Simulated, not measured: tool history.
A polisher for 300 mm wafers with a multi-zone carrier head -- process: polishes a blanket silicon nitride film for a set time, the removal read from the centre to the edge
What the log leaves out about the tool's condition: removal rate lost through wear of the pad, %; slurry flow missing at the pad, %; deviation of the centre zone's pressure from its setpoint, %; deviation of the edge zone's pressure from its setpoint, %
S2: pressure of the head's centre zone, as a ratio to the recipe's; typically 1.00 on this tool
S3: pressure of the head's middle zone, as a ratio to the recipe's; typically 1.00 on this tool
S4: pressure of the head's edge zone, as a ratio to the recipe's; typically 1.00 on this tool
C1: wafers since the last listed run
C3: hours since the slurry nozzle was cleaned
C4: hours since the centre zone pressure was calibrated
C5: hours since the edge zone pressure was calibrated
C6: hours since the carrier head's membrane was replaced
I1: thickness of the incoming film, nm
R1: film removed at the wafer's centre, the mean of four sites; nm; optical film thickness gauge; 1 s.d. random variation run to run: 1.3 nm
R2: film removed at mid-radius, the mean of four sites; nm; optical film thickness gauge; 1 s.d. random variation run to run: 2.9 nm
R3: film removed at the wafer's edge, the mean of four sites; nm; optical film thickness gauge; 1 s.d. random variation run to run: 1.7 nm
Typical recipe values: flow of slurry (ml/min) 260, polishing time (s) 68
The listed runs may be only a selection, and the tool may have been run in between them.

{"run": 1, "hour": 0.0, "flow of slurry (ml/min)": 260, "S2": 1.0, "S3": 1.0, "S4": 1.0, "polishing time (s)": 54, "C1": 0, "wafers polished on this pad": 4244, "C3": 56.8, "C4": 562.1, "C5": 758.4, "C6": 793.4, "I1": 495.7, "R1": 144.9, "R2": 151.9, "R3": 148.0}
{"hour": 22.5, "done": "worn pad replaced by a new one"}
{"hour": 59.6, "done": "edge zone pressure recalibrated"}
{"run": 2, "hour": 103.2, "flow of slurry (ml/min)": 260, "S2": 0.95, "S3": 1.0, "S4": 1.0, "polishing time (s)": 68, "C1": 998, "wafers polished on this pad": 808, "C3": 160.0, "C4": 665.3, "C5": 43.6, "C6": 896.6, "I1": 485.1, "R1": 162.8, "R2": 177.0, "R3": 174.0}
{"run": 3, "hour": 262.0, "flow of slurry (ml/min)": 260, "S2": 0.95, "S3": 1.0, "S4": 1.0, "polishing time (s)": 68, "C1": 1631, "wafers polished on this pad": 2439, "C3": 318.8, "C4": 824.1, "C5": 202.4, "C6": 1055.4, "I1": 493.1, "R1": 161.5, "R2": 174.3, "R3": 172.1}
{"run": 4, "hour": 318.5, "flow of slurry (ml/min)": 260, "S2": 0.95, "S3": 1.0, "S4": 1.0, "polishing time (s)": 68, "C1": 580, "wafers polished on this pad": 3019, "C3": 375.3, "C4": 880.6, "C5": 258.9, "C6": 1111.9, "I1": 484.6, "R1": 159.1, "R2": 172.7, "R3": 169.4}
{"hour": 353.9, "done": "slurry nozzle cleaned"}
{"run": 5, "hour": 391.2, "flow of slurry (ml/min)": 340, "S2": 1.12, "S3": 0.93, "S4": 1.1, "polishing time (s)": 68, "C1": 736, "wafers polished on this pad": 3756, "C3": 37.3, "C4": 953.3, "C5": 331.6, "C6": 1184.6, "I1": 492.0, "R1": 191.8, "R2": 162.7, "R3": 177.6}
{"hour": 419.4, "done": "worn pad replaced by a new one, repeated, since the last time left the tool worse"}
{"run": 6, "hour": 449.6, "flow of slurry (ml/min)": 305, "S2": 0.91, "S3": 1.0, "S4": 1.0, "polishing time (s)": 51, "C1": 558, "wafers polished on this pad": 310, "C3": 95.7, "C4": 1011.7, "C5": 390.0, "C6": 1243.0, "I1": 489.9, "R1": 133.9, "R2": 153.5, "R3": 148.7}
{"run": 7, "hour": 546.1, "flow of slurry (ml/min)": 260, "S2": 0.94, "S3": 1.09, "S4": 1.08, "polishing time (s)": 68, "C1": 991, "wafers polished on this pad": 1301, "C3": 192.2, "C4": 1108.2, "C5": 486.5, "C6": 1339.5, "I1": 497.8, "R1": 179.2, "R2": 211.2, "R3": 202.9}
{"run": 8, "hour": 631.1, "flow of slurry (ml/min)": 260, "S2": 1.0, "S3": 1.07, "S4": 1.09, "polishing time (s)": 68, "C1": 873, "wafers polished on this pad": 2174, "C3": 277.2, "C4": 1193.2, "C5": 571.5, "C6": 1424.5, "I1": 492.3, "R1": 188.6, "R2": 201.9, "R3": 198.8}
{"run": 9, "hour": 680.9, "flow of slurry (ml/min)": 315, "S2": 0.94, "S3": 1.0, "S4": 1.03, "polishing time (s)": 44, "C1": 511, "wafers polished on this pad": 2686, "C3": 327.0, "C4": 1243.0, "C5": 621.3, "C6": 1474.3, "I1": 491.3, "R1": 117.0, "R2": 127.9, "R3": 125.7}
{"hour": 771.5, "done": "centre zone pressure recalibrated"}
{"run": 10, "hour": 778.5, "flow of slurry (ml/min)": 260, "S2": 1.0, "S3": 1.0, "S4": 1.0, "polishing time (s)": 68, "C1": 982, "wafers polished on this pad": 3668, "C3": 424.6, "C4": 7.0, "C5": 718.9, "C6": 1571.9, "I1": 483.6, "R1": 185.9, "R2": 187.7, "R3": 183.9}
{"hour": 863.5, "done": "carrier head's membrane replaced by a new one"}
{"hour": 865.9, "done": "slurry nozzle cleaned"}
{"run": 11, "hour": 886.3, "flow of slurry (ml/min)": 260, "S2": 1.0, "S3": 1.0, "S4": 0.91, "polishing time (s)": 68, "C1": 1045, "wafers polished on this pad": 4713, "C3": 20.4, "C4": 114.8, "C5": 826.7, "C6": 22.8, "I1": 490.7, "R1": 182.3, "R2": 187.7, "R3": 176.8}
{"hour": 933.8, "done": "edge zone pressure recalibrated"}
{"hour": 942.5, "done": "worn pad replaced by a new one"}
{"run": 12, "hour": 972.8, "flow of slurry (ml/min)": 225, "S2": 1.0, "S3": 1.0, "S4": 1.0, "polishing time (s)": 45, "C1": 826, "wafers polished on this pad": 311, "C3": 106.9, "C4": 201.3, "C5": 39.0, "C6": 109.3, "I1": 485.9, "R1": 125.9, "R2": 128.4, "R3": 126.0}
{"run": 13, "hour": 1014.5, "flow of slurry (ml/min)": 260, "S2": 1.0, "S3": 1.0, "S4": 1.0, "polishing time (s)": 68, "C1": 428, "wafers polished on this pad": 739, "C3": 148.6, "C4": 243.0, "C5": 80.7, "C6": 151.0, "I1": 485.0, "R1": 192.2, "R2": 196.1, "R3": 193.9}
{"run": 14, "hour": 1068.3, "flow of slurry (ml/min)": 260, "S2": 1.11, "S3": 1.0, "S4": 1.0, "polishing time (s)": 90, "C1": 552, "wafers polished on this pad": 1292, "C3": 202.4, "C4": 296.8, "C5": 134.5, "C6": 204.8, "I1": 492.0, "R1": 280.7, "R2": 263.4, "R3": 257.4}
{"run": 15, "hour": 1128.5, "flow of slurry (ml/min)": 290, "S2": 1.0, "S3": 1.07, "S4": 0.93, "polishing time (s)": 87, "C1": 618, "wafers polished on this pad": 1910, "C3": 262.6, "C4": 357.0, "C5": 194.7, "C6": 265.0, "I1": 482.1, "R1": 246.2, "R2": 264.3, "R3": 239.9}
{"run": 16, "hour": 1233.4, "flow of slurry (ml/min)": 260, "S2": 1.0, "S3": 0.96, "S4": 1.0, "polishing time (s)": 68, "C1": 1077, "wafers polished on this pad": 2988, "C3": 367.5, "C4": 461.9, "C5": 299.6, "C6": 369.9, "I1": 486.4, "R1": 189.4, "R2": 189.6, "R3": 190.6}
{"hour": 1319.1, "done": "slurry nozzle cleaned"}
{"run": 17, "hour": 1337.3, "flow of slurry (ml/min)": 260, "S2": 1.0, "S3": 1.0, "S4": 0.88, "polishing time (s)": 68, "C1": 1057, "wafers polished on this pad": 4045, "C3": 18.2, "C4": 565.8, "C5": 403.5, "C6": 473.8, "I1": 489.2, "R1": 187.9, "R2": 194.1, "R3": 174.9}
{"run": 18, "hour": 1402.3, "flow of slurry (ml/min)": 260, "S2": 1.0, "S3": 1.0, "S4": 1.0, "polishing time (s)": 86, "C1": 667, "wafers polished on this pad": 4712, "C3": 83.2, "C4": 630.8, "C5": 468.5, "C6": 538.8, "I1": 498.6, "R1": 231.9, "R2": 244.3, "R3": 233.1}
{"hour": 1468.9, "done": "worn pad replaced by a new one"}
{"run": 19, "hour": 1469.4, "flow of slurry (ml/min)": 260, "S2": 1.0, "S3": 1.0, "S4": 1.0, "polishing time (s)": 60, "C1": 648, "wafers polished on this pad": 5, "C3": 150.3, "C4": 697.9, "C5": 535.6, "C6": 605.9, "I1": 487.8, "R1": 173.1, "R2": 181.5, "R3": 175.4}
{"run": 20, "hour": 1564.2, "flow of slurry (ml/min)": 330, "S2": 1.0, "S3": 1.0, "S4": 1.0, "polishing time (s)": 68, "C1": 973, "wafers polished on this pad": 978, "C3": 245.1, "C4": 792.7, "C5": 630.4, "C6": 700.7, "I1": 491.3, "R1": 197.3, "R2": 200.3, "R3": 199.6}
{"run": 21, "hour": 1640.9, "flow of slurry (ml/min)": 260, "S2": 1.0, "S3": 1.0, "S4": 1.0, "polishing time (s)": 68, "C1": 787, "wafers polished on this pad": 1766, "C3": 321.8, "C4": 869.4, "C5": 707.1, "C6": 777.4, "I1": 498.6, "R1": 193.2, "R2": 196.1, "R3": 191.6}

Below are 5 alternative next runs, each starting from the tool's condition after run 21. Predict each:
{"run": "A", "hour": 1641.3, "flow of slurry (ml/min)": 260, "S2": 1.0, "S3": 1.0, "S4": 1.08, "polishing time (s)": 68, "C1": 4, "wafers polished on this pad": 1770, "C3": 322.2, "C4": 869.8, "C5": 707.5, "C6": 777.8, "I1": 488.1, "R1": "?", "R2": "?", "R3": "?"}
{"run": "B", "hour": 1641.3, "flow of slurry (ml/min)": 260, "S2": 1.0, "S3": 1.0, "S4": 0.89, "polishing time (s)": 68, "C1": 4, "wafers polished on this pad": 1770, "C3": 322.2, "C4": 869.8, "C5": 707.5, "C6": 777.8, "I1": 488.1, "R1": "?", "R2": "?", "R3": "?"}
{"run": "C", "hour": 1641.3, "flow of slurry (ml/min)": 260, "S2": 1.0, "S3": 1.0, "S4": 1.0, "polishing time (s)": 53, "C1": 4, "wafers polished on this pad": 1770, "C3": 322.2, "C4": 869.8, "C5": 707.5, "C6": 777.8, "I1": 488.1, "R1": "?", "R2": "?", "R3": "?"}
{"run": "D", "hour": 1641.3, "flow of slurry (ml/min)": 195, "S2": 1.0, "S3": 1.0, "S4": 1.03, "polishing time (s)": 56, "C1": 4, "wafers polished on this pad": 1770, "C3": 322.2, "C4": 869.8, "C5": 707.5, "C6": 777.8, "I1": 488.1, "R1": "?", "R2": "?", "R3": "?"}
{"run": "E", "hour": 1641.3, "flow of slurry (ml/min)": 260, "S2": 1.0, "S3": 1.0, "S4": 1.0, "polishing time (s)": 80, "C1": 4, "wafers polished on this pad": 1770, "C3": 322.2, "C4": 869.8, "C5": 707.5, "C6": 777.8, "I1": 488.1, "R1": "?", "R2": "?", "R3": "?"}

run=A R1=192.5 R2=196.0 R3=198.1
run=B R1=192.5 R2=196.0 R3=180.6
run=C R1=150.1 R2=152.8 R3=148.7
run=D R1=153.3 R2=156.6 R3=155.8
run=E R1=226.5 R2=230.6 R3=224.4
Without the tool's hidden state the same runs would have given:
run=A R1=197.3 R2=200.8 R3=203.0
run=B R1=197.3 R2=200.9 R3=185.1
run=C R1=153.8 R2=156.5 R3=152.4
run=D R1=157.1 R2=160.5 R3=159.7
run=E R1=232.1 R2=236.3 R3=230.0
